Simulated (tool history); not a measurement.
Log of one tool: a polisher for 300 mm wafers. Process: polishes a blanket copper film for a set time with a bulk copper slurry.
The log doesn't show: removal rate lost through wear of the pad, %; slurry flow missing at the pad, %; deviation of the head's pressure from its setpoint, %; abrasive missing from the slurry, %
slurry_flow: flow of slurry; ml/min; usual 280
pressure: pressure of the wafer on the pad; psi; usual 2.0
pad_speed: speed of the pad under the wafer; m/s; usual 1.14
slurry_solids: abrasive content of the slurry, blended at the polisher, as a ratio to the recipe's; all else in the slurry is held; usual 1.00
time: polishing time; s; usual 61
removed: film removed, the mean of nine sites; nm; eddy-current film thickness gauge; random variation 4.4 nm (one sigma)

run   hour  slurry_flow  pressure  pad_speed  slurry_solids  time  wafers since the last listed run  wafers polished on this pad  hours since the slurry nozzle was cleaned  hours since the head pressure was calibrated  hours since the slurry blender was calibrated  incoming thickness of the incoming film, nm  removed
  1    0.0          335       2.0       1.14           1.00    61                                 0                          198                                       65.8                                           0.1                                           71.3                                       3761.3    403.4
  2   18.9          280       2.0       1.14           1.00    61                               161                          359                                       84.7                                          19.0                                           90.2                                       3784.8    385.0
  3   51.2          280       2.0       1.14           1.00    61                               275                          634                                      117.0                                          51.3                                          122.5                                       3795.4    395.7
  4   82.3          280       2.0       1.14           1.00    61                               265                          899                                      148.1                                          82.4                                          153.6                                       3823.7    393.2
  5  117.8          280       2.0       1.14           1.00    61                               302                         1202                                      183.6                                         117.9                                          189.1                                       3815.0    386.3
     125.5  -- slurry nozzle cleaned
     148.7  -- worn pad replaced by a new one
  6  149.2          280       2.1       1.14           1.00    61                               225                            3                                       23.7                                         149.3                                          220.5                                       3780.7    440.1
  7  180.0          280       2.1       1.14           1.00    61                               262                          266                                       54.5                                         180.1                                          251.3                                       3697.3    426.3
  8  204.1          280       2.3       1.14           1.00    61                               205                          471                                       78.6                                         204.2                                          275.4                                       3851.2    476.9
     223.8  -- slurry blender recalibrated
  9  307.1          280       2.3       1.14           1.00    61                               860                         1332                                      181.6                                         307.2                                           83.3                                       3790.8    469.4
     322.3  -- worn pad replaced by a new one
     328.3  -- slurry nozzle cleaned
 10  338.3          280       2.3       1.14           1.00    61                               223                          127                                       10.0                                         338.4                                          114.5                                       3774.4    502.7
 11  351.3          280       2.0       1.14           1.00    61                               110                          238                                       23.0                                         351.4                                          127.5                                       3722.7    434.6
 12  368.4          280       2.0       1.14           1.00    61                               145                          384                                       40.1                                         368.5                                          144.6                                       3765.8    428.3
 13  398.1          220       2.2       1.14           1.00    61                               253                          637                                       69.8                                         398.2                                          174.3                                       3839.3    457.9
     403.3  -- head pressure recalibrated
 14  414.2          280       2.0       1.14           1.00    61                               120                          757                                       85.9                                          10.9                                          190.4                                       3818.2    391.0
 15  428.9          280       2.0       1.50           1.10    61                               125                          882                                      100.6                                          25.6                                          205.1                                       3794.5    487.3
 16  444.4          280       2.5       1.14           1.00    76                               132                         1015                                      116.1                                          41.1                                          220.6                                       3784.5    599.7
     490.2  -- worn pad replaced by a new one
     519.1  -- slurry blender recalibrated
     529.5  -- slurry nozzle cleaned
 17  536.0          280       2.0       1.14           1.00    61                               721                          364                                        6.5                                         132.7                                           16.9                                       3840.3    394.2
 18  556.6          280       2.0       1.14           1.00    61                               175                          540                                       27.1                                         153.3                                           37.5                                       3813.7    392.0
 19  588.0          280       2.0       1.14           1.25    61                               267                          808                                       58.5                                         184.7                                           68.9                                       3800.9    414.6
 20  600.9          200       2.5       1.14           1.00    61                               109                          918                                       71.4                                         197.6                                           81.8                                       3787.7    485.6
 21  627.8          325       2.0       1.14           1.00    82                               229                         1147                                       98.3                                         224.5                                          108.7                                       3747.6    535.6
 22  661.3          280       2.0       1.14           1.00    61                               285                         1432                                      131.8                                         258.0                                          142.2                                       3839.7    397.6
     678.6  -- worn pad replaced by a new one
 23  688.3          280       2.5       1.40           1.00    61                               196                           82                                      158.8                                         285.0                                          169.2                                       3767.7    618.6
 24  765.7          280       2.0       1.14           1.00    43                               659                          742                                      236.2                                         362.4                                          246.6                                       3794.0    292.1
     772.2  -- head pressure recalibrated
     773.6  -- slurry nozzle cleaned
 25  779.2          195       2.3       1.14           1.20    48                                89                          832                                        5.6                                           7.0                                          260.1                                       3752.1    358.0

Forecast run 26:
     795.1  -- slurry blender recalibrated
 26  800.5          280       2.0       1.14           1.00    61                               164                          996                                       26.9                                          28.3                                            5.4                                       3797.6        ?

Run 26 gave removed 389.5 nm.
Without the tool's hidden state the same run would have given removed 409.9 nm.
